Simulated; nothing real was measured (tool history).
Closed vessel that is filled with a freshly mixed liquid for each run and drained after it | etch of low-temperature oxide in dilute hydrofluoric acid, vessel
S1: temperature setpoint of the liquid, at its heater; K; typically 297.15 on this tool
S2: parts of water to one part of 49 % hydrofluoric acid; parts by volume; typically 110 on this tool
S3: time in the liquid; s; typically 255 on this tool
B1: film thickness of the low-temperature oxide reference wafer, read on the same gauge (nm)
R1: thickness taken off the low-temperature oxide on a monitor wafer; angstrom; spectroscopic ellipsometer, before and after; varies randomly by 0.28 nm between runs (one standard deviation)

| run | hour | S1 | S2 | S3 | B1 | R1 |
|---|---|---|---|---|---|---|
| 1 | 0 | 297.15 | 110 | 255 | 30.01 | 362.7 |
| 2 | 12.4 | 297.15 | 110 | 255 | 30.01 | 360 |
| 3 | 43.7 | 297.15 | 110 | 255 | 29.98 | 367.3 |
| 4 | 95.9 | 297.15 | 110 | 255 | 30.04 | 367.7 |
| 5 | 119.2 | 299.15 | 110 | 255 | 30 | 393.1 |
| 6 | 155.2 | 297.15 | 110 | 255 | 30.04 | 362.1 |
| 7 | 176.1 | 297.15 | 110 | 255 | 30.03 | 363.1 |
| 8 | 201.2 | 297.15 | 110 | 255 | 30 | 358 |
| 9 | 217.3 | 297.15 | 110 | 255 | 30.02 | 363 |
| 10 | 230.9 | 297.15 | 110 | 255 | 30.04 | 362.6 |
| 11 | 247.6 | 297.15 | 110 | 255 | 29.99 | 364.6 |
| 12 | 275.1 | 297.15 | 110 | 255 | 29.95 | 373.6 |
| 13 | 303.3 | 297.15 | 110 | 255 | 29.98 | 365.5 |
|  | 308.2 | hydrofluoric acid flow meter replaced |
| 14 | 329.3 | 297.15 | 110 | 320 | 30 | 459.6 |
| 15 | 342.8 | 302.15 | 80 | 390 | 29.98 | 975.1 |
| 16 | 371.8 | 300.15 | 70 | 120 | 29.99 | 326.7 |
|  | 374 | thermometer replaced |
| 17 | 404.3 | 297.15 | 110 | 255 | 30.04 | 339.4 |
| 18 | 430.8 | 297.15 | 110 | 255 | 30.01 | 335.2 |
| 19 | 445.7 | 297.15 | 110 | 255 | 29.93 | 339.3 |
| 20 | 471.4 | 297.15 | 110 | 320 | 29.96 | 430 |
| 21 | 504.9 | 295.65 | 65 | 325 | 30.02 | 724.8 |
| 22 | 529.8 | 292.65 | 65 | 360 | 30.02 | 707 |
| 23 | 549.5 | 297.15 | 110 | 255 | 30 | 338.8 |
| 24 | 567.1 | 302.15 | 80 | 390 | 30.03 | 904.6 |
|  | 585.7 | gauge calibrated |
| 25 | 592.6 | 297.15 | 65 | 160 | 29.98 | 386 |
| 26 | 612.4 | 297.15 | 110 | 255 | 30 | 337.6 |
| 27 | 641.4 | 297.15 | 110 | 305 | 29.99 | 403.1 |
| 28 | 661.5 | 300.65 | 80 | 180 | 30 | 397.9 |
| 29 | 677.1 | 297.15 | 110 | 110 | 30.01 | 145.3 |
| 30 | 695.7 | 297.15 | 95 | 255 | 29.97 | 402.4 |
| 31 | 728 | 295.15 | 110 | 255 | 29.94 | 315.5 |
|  | 759.6 | hydrofluoric acid flow meter replaced |
| 32 | 760.1 | 297.15 | 110 | 380 | 30 | 512.7 |
| 33 | 793.7 | 297.15 | 110 | 255 | 29.93 | 342.6 |

List, for all runs, the conditions of the tool that the log does not record:
hydrofluoric acid flow above the setpoint (%): 0 in every run
gauge reads high (%): 0 in every run
H1: liquid hotter than its thermometer reads (K)
| run | H1 |
|---|---|
| 1 | 2.2 |
| 2 | 2.21 |
| 3 | 2.24 |
| 4 | 2.28 |
| 5 | 2.3 |
| 6 | 2.34 |
| 7 | 2.35 |
| 8 | 2.38 |
| 9 | 2.39 |
| 10 | 2.4 |
| 11 | 2.42 |
| 12 | 2.44 |
| 13 | 2.46 |
| 14 | 2.49 |
| 15 | 2.5 |
| 16 | 2.52 |
| 17 | 0.343 |
| 18 | 0.366 |
| 19 | 0.379 |
| 20 | 0.402 |
| 21 | 0.431 |
| 22 | 0.453 |
| 23 | 0.47 |
| 24 | 0.485 |
| 25 | 0.507 |
| 26 | 0.525 |
| 27 | 0.55 |
| 28 | 0.567 |
| 29 | 0.581 |
| 30 | 0.597 |
| 31 | 0.625 |
| 32 | 0.653 |
| 33 | 0.683 |
